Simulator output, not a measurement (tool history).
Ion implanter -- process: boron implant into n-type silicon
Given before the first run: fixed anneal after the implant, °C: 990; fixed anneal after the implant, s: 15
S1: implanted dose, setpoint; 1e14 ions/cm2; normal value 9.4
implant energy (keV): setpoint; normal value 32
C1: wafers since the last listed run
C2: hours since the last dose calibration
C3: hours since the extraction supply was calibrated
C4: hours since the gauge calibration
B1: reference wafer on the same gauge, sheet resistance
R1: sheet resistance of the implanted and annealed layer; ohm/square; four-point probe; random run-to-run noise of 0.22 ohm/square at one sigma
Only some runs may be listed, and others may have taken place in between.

Run 1, hour 0: usual settings but implant energy (keV) 28; C1 0; C2 1975; C3 2828.5; C4 92.2; B1 130. Result: R1 154.03 ohm/square.
Run 2, hour 7.7: usual settings but S1 10.63 1e14 ions/cm2; C1 179; C2 1982.7; C3 2836.2; C4 99.9; B1 129.98. Result: R1 138.43 ohm/square.
Run 3, hour 18: usual settings but S1 10.63 1e14 ions/cm2; C1 240; C2 1993; C3 2846.5; C4 110.2; B1 130.02. Result: R1 138.47 ohm/square.
Run 4, hour 25.2: usual settings but S1 10.63 1e14 ions/cm2; C1 167; C2 2000.2; C3 2853.7; C4 117.4; B1 130.01. Result: R1 138.31 ohm/square.
Run 5, hour 61.1: usual settings; C1 836; C2 2036.1; C3 2889.6; C4 153.3; B1 129.98. Result: R1 153.1 ohm/square.
Run 6, hour 77.9: usual settings but implant energy (keV) 24; C1 391; C2 2052.9; C3 2906.4; C4 170.1; B1 130.02. Result: R1 155.84 ohm/square.
Run 7, hour 89.9: usual settings; C1 279; C2 2064.9; C3 2918.4; C4 182.1; B1 129.98. Result: R1 152.8 ohm/square.
Run 8, hour 96.6: usual settings; C1 156; C2 2071.6; C3 2925.1; C4 188.8; B1 129.99. Result: R1 152.96 ohm/square.
At hour 96.9: gauge calibrated.
Run 9, hour 105: usual settings but S1 7.91 1e14 ions/cm2, implant energy (keV) 21; C1 195; C2 2080; C3 2933.5; C4 8.1; B1 130.01. Result: R1 181.16 ohm/square.
Run 10, hour 121.6: usual settings but S1 7.13 1e14 ions/cm2, implant energy (keV) 25.5; C1 386; C2 2096.6; C3 2950.1; C4 24.7; B1 130. Result: R1 195.03 ohm/square.
Run 11, hour 154.2: usual settings but S1 7.58 1e14 ions/cm2, implant energy (keV) 21.5; C1 759; C2 2129.2; C3 2982.7; C4 57.3; B1 130.01. Result: R1 187.46 ohm/square.
Run 12, hour 179: usual settings but implant energy (keV) 29; C1 577; C2 2154; C3 3007.5; C4 82.1; B1 130.04. Result: R1 153.96 ohm/square.
At hour 200: Faraday cup replaced and dose calibrated.
At hour 200: extraction supply calibrated.
Run 13, hour 231.7: usual settings but S1 10.71 1e14 ions/cm2, implant energy (keV) 24.5; C1 1040; C2 31.7; C3 31.7; C4 134.8; B1 130.01. Result: R1 134.25 ohm/square.
Run 14, hour 249.3: usual settings; C1 410; C2 49.3; C3 49.3; C4 152.4; B1 129.96. Result: R1 146.96 ohm/square.
Run 15, hour 261.1: usual settings but implant energy (keV) 24; C1 274; C2 61.1; C3 61.1; C4 164.2; B1 129.97. Result: R1 149.49 ohm/square.
Run 16, hour 268.9: usual settings but S1 11.75 1e14 ions/cm2, implant energy (keV) 38; C1 181; C2 68.9; C3 68.9; C4 172; B1 130.05. Result: R1 122.19 ohm/square.

What will run 17 give?
Run 17, hour 275.4: usual settings but S1 10.75 1e14 ions/cm2; C1 151; C2 75.4; C3 75.4; C4 178.5; B1 ?. Result: R1 ?.

Run 17 yielded B1 129.94, R1 132.04 ohm/square.
If the tool had no hidden condition, the same run with the same run-to-run variation would have returned R1 131.88 ohm/square.
